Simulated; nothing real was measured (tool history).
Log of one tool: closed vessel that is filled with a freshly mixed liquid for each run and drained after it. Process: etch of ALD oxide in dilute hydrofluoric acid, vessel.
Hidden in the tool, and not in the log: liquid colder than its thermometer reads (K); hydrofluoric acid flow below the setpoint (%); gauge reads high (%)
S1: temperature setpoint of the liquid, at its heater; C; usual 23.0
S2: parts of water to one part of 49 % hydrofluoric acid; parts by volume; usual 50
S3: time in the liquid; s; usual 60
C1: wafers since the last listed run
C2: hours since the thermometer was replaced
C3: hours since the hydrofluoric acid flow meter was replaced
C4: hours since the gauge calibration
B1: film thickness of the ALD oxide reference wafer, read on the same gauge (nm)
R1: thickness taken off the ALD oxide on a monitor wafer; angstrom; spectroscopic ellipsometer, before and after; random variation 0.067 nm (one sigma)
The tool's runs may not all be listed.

run	hour	S1	S2	S3	C1	C2	C3	C4	B1	R1
1	0.0	23.0	50	75	0	2636.6	1259.8	393.2	129.99	116.9
2	21.3	21.5	50	85	3140	2657.9	1281.1	414.5	129.98	123.3
3	38.4	21.5	50	85	2521	2675.0	1298.2	431.6	130.00	123.5
4	51.4	23.0	50	60	1916	2688.0	1311.2	444.6	130.02	92.9
5	75.8	19.0	50	60	3597	2712.4	1335.6	469.0	130.02	77.9
6	116.8	23.0	50	50	6044	2753.4	1376.6	510.0	129.99	77.5
7	131.3	23.0	50	60	2137	2767.9	1391.1	524.5	129.99	91.7
8	159.9	23.0	50	60	4216	2796.5	1419.7	553.1	129.98	93.3
9	187.4	23.0	50	60	4054	2824.0	1447.2	580.6	129.98	91.1
10	209.2	23.0	50	60	3213	2845.8	1469.0	602.4	130.00	92.3
11	221.5	23.0	50	60	1813	2858.1	1481.3	614.7	130.01	91.7
12	234.8	23.0	50	60	1960	2871.4	1494.6	628.0	130.01	90.4
13	254.9	23.0	50	60	2963	2891.5	1514.7	648.1	130.00	89.7
14	275.6	23.0	50	60	3051	2912.2	1535.4	668.8	130.01	90.7
15	296.2	23.0	50	60	3036	2932.8	1556.0	689.4	130.00	89.7
# hour 314.8: thermometer replaced
16	324.1	23.0	50	35	3965	9.3	1583.9	717.3	130.01	59.4
17	348.7	25.5	65	60	3626	33.9	1608.5	741.9	130.01	84.4
18	376.8	25.0	70	45	4142	62.0	1636.6	770.0	130.01	57.4
19	401.2	27.0	50	60	3597	86.4	1661.0	794.4	130.00	118.2

Forecast run 20:
20	430.2	25.0	70	35	4275	115.4	1690.0	823.4	?	?

B1: 130.01
R1: 43.8 angstrom
Without the tool's hidden state the same run would have given R1 51.5 angstrom.

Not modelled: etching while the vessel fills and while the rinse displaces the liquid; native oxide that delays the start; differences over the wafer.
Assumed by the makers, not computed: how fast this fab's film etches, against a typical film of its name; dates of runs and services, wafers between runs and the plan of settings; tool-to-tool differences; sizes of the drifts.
